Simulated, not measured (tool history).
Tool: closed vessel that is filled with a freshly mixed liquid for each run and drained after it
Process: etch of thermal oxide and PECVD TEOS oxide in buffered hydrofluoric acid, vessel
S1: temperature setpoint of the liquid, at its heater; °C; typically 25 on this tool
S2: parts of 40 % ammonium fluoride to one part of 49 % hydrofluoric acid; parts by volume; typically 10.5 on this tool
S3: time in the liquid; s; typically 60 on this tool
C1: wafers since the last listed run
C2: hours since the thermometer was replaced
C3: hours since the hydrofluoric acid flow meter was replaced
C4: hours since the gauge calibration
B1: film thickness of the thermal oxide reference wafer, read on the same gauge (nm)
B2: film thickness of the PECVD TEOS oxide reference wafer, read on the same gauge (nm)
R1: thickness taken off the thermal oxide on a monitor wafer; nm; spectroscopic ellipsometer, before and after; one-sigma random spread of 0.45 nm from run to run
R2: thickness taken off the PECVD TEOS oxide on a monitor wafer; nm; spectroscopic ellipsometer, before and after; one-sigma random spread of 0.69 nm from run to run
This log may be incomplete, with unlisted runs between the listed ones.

{"run": 1, "hour": 0.0, "S1": 25, "S2": 10.5, "S3": 60, "C1": 0, "C2": 802.8, "C3": 128.9, "C4": 1382.4, "B1": 90.03, "B2": 139.99, "R1": 63.47, "R2": 67.89}
{"run": 2, "hour": 29.1, "S1": 24, "S2": 10.5, "S3": 60, "C1": 4254, "C2": 831.9, "C3": 158, "C4": 1411.5, "B1": 90.03, "B2": 140.01, "R1": 60.48, "R2": 63.56}
{"run": 3, "hour": 57.3, "S1": 25, "S2": 10.5, "S3": 60, "C1": 4122, "C2": 860.1, "C3": 186.2, "C4": 1439.7, "B1": 89.99, "B2": 140, "R1": 63.93, "R2": 68.24}
{"hour": 77.9, "done": "thermometer replaced"}
{"run": 4, "hour": 93.0, "S1": 23, "S2": 8.5, "S3": 80, "C1": 5073, "C2": 15.1, "C3": 221.9, "C4": 1475.4, "B1": 89.99, "B2": 140.01, "R1": 96.61, "R2": 100.96}
{"run": 5, "hour": 119.5, "S1": 27.5, "S2": 10.5, "S3": 60, "C1": 3874, "C2": 41.6, "C3": 248.4, "C4": 1501.9, "B1": 90, "B2": 139.99, "R1": 78.5, "R2": 81.6}
{"run": 6, "hour": 153.7, "S1": 25, "S2": 14, "S3": 75, "C1": 5000, "C2": 75.8, "C3": 282.6, "C4": 1536.1, "B1": 89.97, "B2": 139.99, "R1": 63.72, "R2": 68.08}
{"run": 7, "hour": 188.9, "S1": 28, "S2": 14, "S3": 60, "C1": 5146, "C2": 111, "C3": 317.8, "C4": 1571.3, "B1": 90.01, "B2": 140, "R1": 58.82, "R2": 63.89}
{"run": 8, "hour": 212.4, "S1": 28.5, "S2": 10.5, "S3": 60, "C1": 3435, "C2": 134.5, "C3": 341.3, "C4": 1594.8, "B1": 89.98, "B2": 140.02, "R1": 80.36, "R2": 88.01}
{"run": 9, "hour": 236.4, "S1": 25, "S2": 12.5, "S3": 60, "C1": 3508, "C2": 158.5, "C3": 365.3, "C4": 1618.8, "B1": 90.01, "B2": 139.99, "R1": 56.94, "R2": 60.87}
{"hour": 259.8, "done": "gauge calibrated"}
{"run": 10, "hour": 261.6, "S1": 23.5, "S2": 13, "S3": 60, "C1": 3684, "C2": 183.7, "C3": 390.5, "C4": 1.8, "B1": 90.01, "B2": 140, "R1": 50.22, "R2": 53.55}
{"run": 11, "hour": 297.5, "S1": 26.5, "S2": 10.5, "S3": 60, "C1": 5248, "C2": 219.6, "C3": 426.4, "C4": 37.7, "B1": 90, "B2": 140.01, "R1": 72.25, "R2": 76.96}
{"run": 12, "hour": 322.8, "S1": 23, "S2": 10.5, "S3": 60, "C1": 3698, "C2": 244.9, "C3": 451.7, "C4": 63, "B1": 89.98, "B2": 140, "R1": 59.93, "R2": 62}
{"run": 13, "hour": 339.7, "S1": 25, "S2": 10.5, "S3": 60, "C1": 2470, "C2": 261.8, "C3": 468.6, "C4": 79.9, "B1": 90.01, "B2": 139.99, "R1": 66.33, "R2": 71.33}
{"run": 14, "hour": 357.5, "S1": 21.5, "S2": 14.5, "S3": 80, "C1": 2602, "C2": 279.6, "C3": 486.4, "C4": 97.7, "B1": 90, "B2": 140.02, "R1": 53.46, "R2": 56.18}
{"run": 15, "hour": 370.9, "S1": 21.5, "S2": 12.5, "S3": 95, "C1": 1959, "C2": 293, "C3": 499.8, "C4": 111.1, "B1": 90.01, "B2": 139.99, "R1": 73.34, "R2": 78.11}
{"run": 16, "hour": 405.9, "S1": 25, "S2": 10.5, "S3": 60, "C1": 5117, "C2": 328, "C3": 534.8, "C4": 146.1, "B1": 90, "B2": 139.99, "R1": 66.99, "R2": 70.85}
{"run": 17, "hour": 430.3, "S1": 23.5, "S2": 7, "S3": 70, "C1": 3567, "C2": 352.4, "C3": 559.2, "C4": 170.5, "B1": 89.99, "B2": 140.01, "R1": 104.7, "R2": 110.33}
{"run": 18, "hour": 456.9, "S1": 22.5, "S2": 12, "S3": 60, "C1": 3889, "C2": 379, "C3": 585.8, "C4": 197.1, "B1": 90.02, "B2": 140, "R1": 50.21, "R2": 52.92}
{"run": 19, "hour": 474.9, "S1": 25, "S2": 10.5, "S3": 85, "C1": 2631, "C2": 397, "C3": 603.8, "C4": 215.1, "B1": 90, "B2": 140.02, "R1": 92.53, "R2": 99.5}
{"run": 20, "hour": 504.3, "S1": 25, "S2": 10.5, "S3": 60, "C1": 4298, "C2": 426.4, "C3": 633.2, "C4": 244.5, "B1": 89.98, "B2": 140.02, "R1": 66.1, "R2": 68.83}
{"run": 21, "hour": 521.2, "S1": 25, "S2": 11.5, "S3": 60, "C1": 2470, "C2": 443.3, "C3": 650.1, "C4": 261.4, "B1": 90, "B2": 140.01, "R1": 59.49, "R2": 64.6}
{"run": 22, "hour": 557.1, "S1": 22.5, "S2": 8, "S3": 95, "C1": 5248, "C2": 479.2, "C3": 686, "C4": 297.3, "B1": 89.99, "B2": 140, "R1": 115.04, "R2": 122.59}
{"run": 23, "hour": 586.4, "S1": 25, "S2": 10.5, "S3": 60, "C1": 4283, "C2": 508.5, "C3": 715.3, "C4": 326.6, "B1": 90.01, "B2": 140, "R1": 64.88, "R2": 69.01}
{"run": 24, "hour": 618.0, "S1": 22, "S2": 7, "S3": 60, "C1": 4620, "C2": 540.1, "C3": 746.9, "C4": 358.2, "B1": 90, "B2": 140.01, "R1": 80.43, "R2": 86.43}
{"hour": 627.7, "done": "hydrofluoric acid flow meter replaced"}
{"run": 25, "hour": 643.2, "S1": 21.5, "S2": 6.5, "S3": 30, "C1": 3538, "C2": 565.3, "C3": 15.5, "C4": 383.4, "B1": 89.99, "B2": 140.02, "R1": 41.55, "R2": 44.5}
{"run": 26, "hour": 655.8, "S1": 23.5, "S2": 7, "S3": 80, "C1": 1842, "C2": 577.9, "C3": 28.1, "C4": 396, "B1": 89.99, "B2": 139.98, "R1": 116.51, "R2": 125.27}
{"run": 27, "hour": 668.8, "S1": 25, "S2": 10.5, "S3": 60, "C1": 1900, "C2": 590.9, "C3": 41.1, "C4": 409, "B1": 90, "B2": 140, "R1": 63.64, "R2": 68.47}

Below, some changes in R1 between adjacent runs. For each, the amount present without the hidden state too (settings, incoming material, random variation) and the amount remaining for the hidden state with gauge scatter not shared by both compared results:
The hidden state here: liquid colder than its thermometer reads (K); hydrofluoric acid flow above the setpoint (%); gauge reads high (%).
Run 3 -> 4: S1 25 -> 23, S2 10.5 -> 8.5, S3 60 -> 80, thermometer replaced. R1 +32.68 nm: hidden state +4.08, all else +28.6.
Run 21 -> 22: S1 25 -> 22.5, S2 11.5 -> 8, S3 60 -> 95. R1 +55.55 nm: hidden state -3.54, all else +59.09.
Run 25 -> 26: S1 21.5 -> 23.5, S2 6.5 -> 7, S3 30 -> 80. R1 +74.96 nm: hidden state -5.1, all else +80.06.
